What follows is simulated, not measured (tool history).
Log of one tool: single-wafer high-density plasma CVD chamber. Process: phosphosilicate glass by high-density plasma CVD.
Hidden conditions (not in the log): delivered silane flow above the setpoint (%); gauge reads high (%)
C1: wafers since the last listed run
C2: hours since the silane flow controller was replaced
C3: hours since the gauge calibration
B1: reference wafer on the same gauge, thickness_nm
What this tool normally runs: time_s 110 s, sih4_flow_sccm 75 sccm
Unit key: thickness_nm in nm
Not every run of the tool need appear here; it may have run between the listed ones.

Run 1, hour 0.0: usual settings; C1 0; C2 1013.6; C3 182.8; B1 929.923. Result: thickness_nm 798.603 nm.
Run 2, hour 57.9: usual settings; C1 878; C2 1071.5; C3 240.7; B1 929.858. Result: thickness_nm 800.992 nm.
Run 3, hour 127.6: usual settings but sih4_flow_sccm 69 sccm; C1 1057; C2 1141.2; C3 310.4; B1 930.685. Result: thickness_nm 744.166 nm.
Run 4, hour 165.4: usual settings; C1 573; C2 1179.0; C3 348.2; B1 928.539. Result: thickness_nm 796.958 nm.
Run 5, hour 232.5: usual settings; C1 1017; C2 1246.1; C3 415.3; B1 929.660. Result: thickness_nm 799.668 nm.
Run 6, hour 279.6: usual settings; C1 714; C2 1293.2; C3 462.4; B1 929.313. Result: thickness_nm 803.316 nm.
Run 7, hour 306.2: usual settings; C1 403; C2 1319.8; C3 489.0; B1 929.455. Result: thickness_nm 798.014 nm.
Run 8, hour 367.0: usual settings; C1 922; C2 1380.6; C3 549.8; B1 929.928. Result: thickness_nm 794.427 nm.
Run 9, hour 411.4: usual settings; C1 673; C2 1425.0; C3 594.2; B1 930.274. Result: thickness_nm 798.745 nm.
Run 10, hour 574.6: usual settings; C1 2475; C2 1588.2; C3 757.4; B1 930.168. Result: thickness_nm 799.407 nm.
Run 11, hour 684.1: usual settings; C1 1661; C2 1697.7; C3 866.9; B1 929.078. Result: thickness_nm 798.972 nm.
Run 12, hour 729.2: usual settings but time_s 117 s, sih4_flow_sccm 63 sccm; C1 684; C2 1742.8; C3 912.0; B1 928.290. Result: thickness_nm 743.222 nm.
At hour 778.0: silane flow controller replaced.
Run 13, hour 782.2: usual settings but sih4_flow_sccm 61 sccm; C1 682; C2 4.2; C3 965.0; B1 929.906. Result: thickness_nm 681.036 nm.
Run 14, hour 846.2: usual settings but time_s 93 s, sih4_flow_sccm 80 sccm; C1 970; C2 68.2; C3 1029.0; B1 929.461. Result: thickness_nm 716.177 nm.
Run 15, hour 886.1: usual settings; C1 605; C2 108.1; C3 1068.9; B1 930.688. Result: thickness_nm 788.595 nm.
Run 16, hour 917.8: usual settings but time_s 130 s, sih4_flow_sccm 67 sccm; C1 480; C2 139.8; C3 1100.6; B1 930.598. Result: thickness_nm 864.941 nm.
At hour 967.3: gauge calibrated.
Run 17, hour 986.5: usual settings but time_s 97 s, sih4_flow_sccm 66 sccm; C1 1042; C2 208.5; C3 19.2; B1 930.788. Result: thickness_nm 642.785 nm.
Run 18, hour 1053.4: usual settings but time_s 89 s, sih4_flow_sccm 61 sccm; C1 1014; C2 275.4; C3 86.1; B1 930.892. Result: thickness_nm 551.184 nm.
Run 19, hour 1107.8: usual settings; C1 825; C2 329.8; C3 140.5; B1 930.021. Result: thickness_nm 797.569 nm.
Run 20, hour 1169.9: usual settings but time_s 100 s, sih4_flow_sccm 81 sccm; C1 942; C2 391.9; C3 202.6; B1 930.846. Result: thickness_nm 776.425 nm.
Run 21, hour 1197.9: usual settings; C1 424; C2 419.9; C3 230.6; B1 929.462. Result: thickness_nm 802.060 nm.
Run 22, hour 1239.2: usual settings but time_s 100 s, sih4_flow_sccm 81 sccm; C1 626; C2 461.2; C3 271.9; B1 929.693. Result: thickness_nm 779.238 nm.

The tool's hidden state at each run:
delivered silane flow above the setpoint (%): 0 on each run
gauge reads high (%): 0 on each run
